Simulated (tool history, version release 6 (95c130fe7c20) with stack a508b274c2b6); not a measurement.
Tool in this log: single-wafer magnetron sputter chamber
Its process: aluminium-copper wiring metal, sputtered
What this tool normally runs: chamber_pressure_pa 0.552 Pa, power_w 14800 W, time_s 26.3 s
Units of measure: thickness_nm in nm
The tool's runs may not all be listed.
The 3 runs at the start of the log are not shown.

run	hour	chamber_pressure_pa	power_w	time_s	read-back reference wafer on the same gauge, thickness_nm	thickness_nm
4	125.7	0.552	14800	26.3	673.156	604.648
5	159.7	0.552	14800	26.3	673.505	603.077
6	183	0.552	14800	26.3	672.887	604.855
7	207.4	0.552	14800	26.3	673.028	610.663
8	233.8	0.552	14800	26.3	672.774	606.503
9	262.3	0.552	14800	26.3	672.429	602.985
# hour 282.1: sputter target and shields replaced
10	282.6	0.477	14800	26.3	673.002	624.217
11	311.9	0.477	14800	26.3	673.233	629.401
12	389.7	0.477	14800	26.3	673.713	628.497
13	416.6	0.552	12550	29.8	673.461	578.311
14	444.3	0.552	14800	26.3	673.107	601.052
15	465.5	0.552	14800	26.3	673.356	601.563
# hour 480.5: capacitance manometer re-zeroed and calibrated
16	489.4	0.552	14800	26.3	673.263	625.183
# hour 523.9: sputter target and shields replaced
17	524.4	0.725	14800	24.2	673.164	535.595
18	546.7	0.725	14800	24.2	673.174	529.304
# hour 570.6: magnet pack replaced
19	580.9	0.552	14800	26.3	673.843	622.994
20	646.5	0.552	14800	29.5	672.078	698.334
# hour 650.9: gauge calibrated
21	721.6	0.426	15750	30.3	672.847	806.588
22	744.6	0.552	14800	26.3	673.703	621.558
# hour 784.8: sputter target and shields replaced
23	785.3	0.552	14800	26.3	673.482	626.895
24	793.9	0.688	13450	23.7	673.172	479.691
25	812.4	0.65	16700	27.7	672.969	712.97

Run 26, settings as shown, results not yet in. Your forecast:
26	825.8	0.552	14800	26.3	?	?

read-back reference wafer on the same gauge, thickness_nm: 672.266
thickness_nm: 621.887 nm
On a tool with no hidden condition, and with the same random variation, this run would have come out at thickness_nm 620.559 nm.

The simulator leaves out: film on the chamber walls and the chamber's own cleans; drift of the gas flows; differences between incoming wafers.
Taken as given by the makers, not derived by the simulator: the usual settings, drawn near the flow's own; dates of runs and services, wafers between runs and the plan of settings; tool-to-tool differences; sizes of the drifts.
